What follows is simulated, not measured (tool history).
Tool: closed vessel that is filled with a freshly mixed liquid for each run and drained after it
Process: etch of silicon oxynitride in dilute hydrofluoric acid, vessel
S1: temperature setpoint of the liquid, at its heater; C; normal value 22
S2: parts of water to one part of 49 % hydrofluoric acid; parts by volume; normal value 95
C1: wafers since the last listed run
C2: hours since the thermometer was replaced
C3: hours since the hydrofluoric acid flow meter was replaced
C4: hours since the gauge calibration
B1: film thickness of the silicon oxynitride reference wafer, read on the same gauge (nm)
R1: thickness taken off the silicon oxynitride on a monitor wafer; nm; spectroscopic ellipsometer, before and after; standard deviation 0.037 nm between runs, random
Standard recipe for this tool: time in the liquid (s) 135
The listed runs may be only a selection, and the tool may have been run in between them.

run 1 hour=0 | S1=18.5 S2=120 time_in_the_liquid_(s)=135 | C1=0 C2=1540.5 C3=614.6 C4=82.7 | B1=29.98 | R1=5.21
run 2 hour=11.1 | S1=18.5 S2=120 time_in_the_liquid_(s)=135 | C1=1189 C2=1551.6 C3=625.7 C4=93.8 | B1=30.03 | R1=5.18
run 3 hour=22.2 | S1=18.5 S2=120 time_in_the_liquid_(s)=135 | C1=1189 C2=1562.7 C3=636.8 C4=104.9 | B1=30.02 | R1=5.18
run 4 hour=36.6 | S1=18.5 S2=70 time_in_the_liquid_(s)=135 | C1=1542 C2=1577.1 C3=651.2 C4=119.3 | B1=30.01 | R1=9.3
run 5 hour=50.4 | S1=18.5 S2=70 time_in_the_liquid_(s)=135 | C1=1478 C2=1590.9 C3=665 C4=133.1 | B1=29.98 | R1=9.27
run 6 hour=84.7 | S1=18.5 S2=70 time_in_the_liquid_(s)=135 | C1=3675 C2=1625.2 C3=699.3 C4=167.4 | B1=29.95 | R1=9.24
run 7 hour=91.5 | S1=22 S2=95 time_in_the_liquid_(s)=135 | C1=728 C2=1632 C3=706.1 C4=174.2 | B1=30 | R1=7.88
run 8 hour=105.6 | S1=19.5 S2=120 time_in_the_liquid_(s)=135 | C1=1510 C2=1646.1 C3=720.2 C4=188.3 | B1=30 | R1=5.47
run 9 hour=116.8 | S1=19.5 S2=120 time_in_the_liquid_(s)=135 | C1=1200 C2=1657.3 C3=731.4 C4=199.5 | B1=30 | R1=5.49
run 10 hour=128.2 | S1=22 S2=95 time_in_the_liquid_(s)=135 | C1=1221 C2=1668.7 C3=742.8 C4=210.9 | B1=30.03 | R1=7.9
-- hour=134.3 hydrofluoric acid flow meter replaced
run 11 hour=153.4 | S1=22 S2=95 time_in_the_liquid_(s)=135 | C1=2592 C2=1693.9 C3=19.1 C4=236.1 | B1=30.01 | R1=7.96
run 12 hour=165.5 | S1=22 S2=95 time_in_the_liquid_(s)=135 | C1=1296 C2=1706 C3=31.2 C4=248.2 | B1=30 | R1=7.96
run 13 hour=172.9 | S1=22 S2=95 time_in_the_liquid_(s)=135 | C1=792 C2=1713.4 C3=38.6 C4=255.6 | B1=29.99 | R1=8
run 14 hour=189.5 | S1=22 S2=95 time_in_the_liquid_(s)=135 | C1=1778 C2=1730 C3=55.2 C4=272.2 | B1=29.99 | R1=8.03
run 15 hour=205.2 | S1=22 S2=95 time_in_the_liquid_(s)=135 | C1=1682 C2=1745.7 C3=70.9 C4=287.9 | B1=30.03 | R1=7.97
run 16 hour=215.1 | S1=22 S2=75 time_in_the_liquid_(s)=70 | C1=1060 C2=1755.6 C3=80.8 C4=297.8 | B1=30 | R1=5.33
run 17 hour=248 | S1=22 S2=95 time_in_the_liquid_(s)=135 | C1=3525 C2=1788.5 C3=113.7 C4=330.7 | B1=30.02 | R1=8.05
run 18 hour=257 | S1=22 S2=95 time_in_the_liquid_(s)=135 | C1=964 C2=1797.5 C3=122.7 C4=339.7 | B1=30.04 | R1=7.95
-- hour=265.4 thermometer replaced
run 19 hour=269.2 | S1=22 S2=135 time_in_the_liquid_(s)=105 | C1=1200 C2=3.8 C3=134.9 C4=351.9 | B1=30 | R1=3.72
-- hour=282.9 gauge calibrated
run 20 hour=299.5 | S1=18 S2=45 time_in_the_liquid_(s)=90 | C1=3246 C2=34.1 C3=165.2 C4=16.6 | B1=29.99 | R1=8.4
run 21 hour=315 | S1=22 S2=95 time_in_the_liquid_(s)=135 | C1=1660 C2=49.6 C3=180.7 C4=32.1 | B1=30.01 | R1=7.11
run 22 hour=325.7 | S1=18 S2=95 time_in_the_liquid_(s)=135 | C1=1146 C2=60.3 C3=191.4 C4=42.8 | B1=30.02 | R1=5.75
run 23 hour=332.8 | S1=20.5 S2=95 time_in_the_liquid_(s)=165 | C1=760 C2=67.4 C3=198.5 C4=49.9 | B1=29.99 | R1=8.05
run 24 hour=350.6 | S1=22 S2=115 time_in_the_liquid_(s)=110 | C1=1907 C2=85.2 C3=216.3 C4=67.7 | B1=29.99 | R1=4.63
run 25 hour=356.6 | S1=24.5 S2=115 time_in_the_liquid_(s)=85 | C1=642 C2=91.2 C3=222.3 C4=73.7 | B1=30.03 | R1=4.03
run 26 hour=368.3 | S1=25 S2=95 time_in_the_liquid_(s)=85 | C1=1253 C2=102.9 C3=234 C4=85.4 | B1=29.97 | R1=5.11
run 27 hour=382.9 | S1=25 S2=95 time_in_the_liquid_(s)=85 | C1=1564 C2=117.5 C3=248.6 C4=100 | B1=29.96 | R1=5.15
run 28 hour=394.2 | S1=22 S2=95 time_in_the_liquid_(s)=135 | C1=1210 C2=128.8 C3=259.9 C4=111.3 | B1=30.02 | R1=7.07
run 29 hour=414.7 | S1=18.5 S2=80 time_in_the_liquid_(s)=90 | C1=2196 C2=149.3 C3=280.4 C4=131.8 | B1=30.02 | R1=4.75

Table of differences, measured result less the result of that run with no hidden state. Run-to-run variation is the same in both. Gauge scatter possibly is not:
The hidden state here: liquid hotter than its thermometer reads (K); hydrofluoric acid flow above the setpoint (%); gauge reads high (%).
run=1 R1=+0.6
run=2 R1=+0.59
run=3 R1=+0.6
run=4 R1=+1.11
run=5 R1=+1.12
run=6 R1=+1.13
run=7 R1=+0.93
run=8 R1=+0.66
run=9 R1=+0.66
run=10 R1=+0.95
run=11 R1=+0.97
run=12 R1=+0.97
run=13 R1=+0.98
run=14 R1=+1
run=15 R1=+0.99
run=16 R1=+0.68
run=17 R1=+1.03
run=18 R1=+1.02
run=19 R1=+0.01
run=20 R1=+0.03
run=21 R1=+0.04
run=22 R1=+0.03
run=23 R1=+0.05
run=24 R1=+0.04
run=25 R1=+0.03
run=26 R1=+0.04
run=27 R1=+0.05
run=28 R1=+0.08
run=29 R1=+0.05

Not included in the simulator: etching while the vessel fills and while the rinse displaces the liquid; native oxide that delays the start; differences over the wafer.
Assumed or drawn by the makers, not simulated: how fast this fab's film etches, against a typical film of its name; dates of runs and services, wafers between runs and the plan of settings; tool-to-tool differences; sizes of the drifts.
